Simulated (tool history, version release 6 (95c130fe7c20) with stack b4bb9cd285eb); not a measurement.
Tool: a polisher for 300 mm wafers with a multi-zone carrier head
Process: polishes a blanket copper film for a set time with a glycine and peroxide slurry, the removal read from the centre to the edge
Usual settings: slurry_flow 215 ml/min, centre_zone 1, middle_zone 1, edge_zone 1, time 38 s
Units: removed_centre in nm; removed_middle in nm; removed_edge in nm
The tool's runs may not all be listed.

run,hour,slurry_flow,centre_zone,middle_zone,edge_zone,time,wafers since the last listed run,wafers polished on this pad,hours since the slurry nozzle was cleaned,hours since the centre zone pressure was calibrated,hours since the edge zone pressure was calibrated,hours since the carrier head's membrane was replaced,"incoming thickness of the incoming film, nm",removed_centre,removed_middle,removed_edge
1,0,215,1,1,1,38,0,1218,337.6,649.3,693.5,579.3,2367.7,219.8,223.8,227
2,41,215,1,1,1,38,283,1501,378.6,690.3,734.5,620.3,2325,219.8,221.6,226.9
# hour 46.6: worn pad replaced by a new one
3,110.4,215,1,1,1,38,452,441,448,759.7,803.9,689.7,2381.3,216.3,221,230.7
4,181.6,215,1,1.03,1,38,492,934,519.2,830.9,875.1,760.9,2364.8,220.4,229.5,225.4
5,243.3,215,1,1.03,1,38,426,1361,580.9,892.6,936.8,822.6,2394.6,218.3,223.8,228.7
6,302.3,215,1,1.03,1,38,408,1769,639.9,951.6,995.8,881.6,2324.4,222.6,229.7,226.2
# hour 329.7: worn pad replaced by a new one
7,346.6,215,1,1,1,38,278,116,684.2,995.9,1040.1,925.9,2337.5,220.2,220.8,228.1
8,405,165,1,1,1,38,404,521,742.6,1054.3,1098.5,984.3,2393.8,207.2,210.5,221.2
9,436.3,165,1,1,1,38,216,737,773.9,1085.6,1129.8,1015.6,2326.5,211,215.6,219.5
10,484.1,165,1,1,1.03,38,330,1068,821.7,1133.4,1177.6,1063.4,2377.9,206.9,210.7,224.4
# hour 493.7: centre zone pressure recalibrated
# hour 555.7: worn pad replaced by a new one
# hour 563.1: slurry nozzle cleaned
11,575.2,215,0.92,1.06,0.88,38,581,128,12.1,81.5,1268.7,1154.5,2350.2,203.1,235.6,213.6
12,604.7,175,1,0.95,1,46,204,332,41.6,111,1298.2,1184,2368.3,255.5,250.6,269
13,652,215,0.94,1,1,38,327,659,88.9,158.3,1345.5,1231.3,2386.1,206.4,223.3,228.1
# hour 691.1: edge zone pressure recalibrated
14,697.5,215,0.92,1,1,38,301,960,134.4,203.8,6.4,1276.8,2372.5,202.3,223.9,229.9
15,734.7,215,1,1,1,29,257,1218,171.6,241,43.6,1314,2361.3,171.7,168.5,171.9
# hour 799.6: worn pad replaced by a new one
16,800.1,215,1.11,1.07,1.08,27,424,3,237,306.4,109,1379.4,2373.6,175.8,166.6,168.3
# hour 827.5: carrier head's membrane replaced by a new one
17,828,275,1.11,1,1,43,158,161,264.9,334.3,136.9,0.5,2344.3,286.8,264,268.4
18,881.7,215,1,1,1,38,371,533,318.6,388,190.6,54.2,2344.3,220.8,223.4,231.4
19,940.7,215,1,1,1,38,408,941,377.6,447,249.6,113.2,2336.6,221.8,219.8,229.7
20,1000,215,1,1.06,0.89,38,410,1352,436.9,506.3,308.9,172.5,2348.5,221.9,232.3,215
21,1027,215,1,1.11,0.94,38,186,1538,463.9,533.3,335.9,199.5,2355.3,219.3,240.9,219.1
# hour 1086.7: worn pad replaced by a new one
22,1096.8,215,0.95,1,1,38,455,70,533.7,603.1,405.7,269.3,2360.8,209.7,219.8,231.3
23,1160,165,1,1,1.06,32,437,507,596.9,666.3,468.9,332.5,2362.6,178.3,178.1,193.5

Hidden state at the last listed run before each entry between runs and at the first one after, where it differs:
Between runs 2 and 3: worn pad replaced by a new one (hour 46.6)
  no hidden state differs between the two runs
Between runs 6 and 7: worn pad replaced by a new one (hour 329.7)
  no hidden state differs between the two runs
Between runs 10 and 11: centre zone pressure recalibrated (hour 493.7); worn pad replaced by a new one (hour 555.7); slurry nozzle cleaned (hour 563.1)
  no hidden state differs between the two runs
Between runs 13 and 14: edge zone pressure recalibrated (hour 691.1)
  no hidden state differs between the two runs
Between runs 15 and 16: worn pad replaced by a new one (hour 799.6)
  no hidden state differs between the two runs
Between runs 16 and 17: carrier head's membrane replaced by a new one (hour 827.5)
  no hidden state differs between the two runs
Between runs 21 and 22: worn pad replaced by a new one (hour 1086.7)
  no hidden state differs between the two runs

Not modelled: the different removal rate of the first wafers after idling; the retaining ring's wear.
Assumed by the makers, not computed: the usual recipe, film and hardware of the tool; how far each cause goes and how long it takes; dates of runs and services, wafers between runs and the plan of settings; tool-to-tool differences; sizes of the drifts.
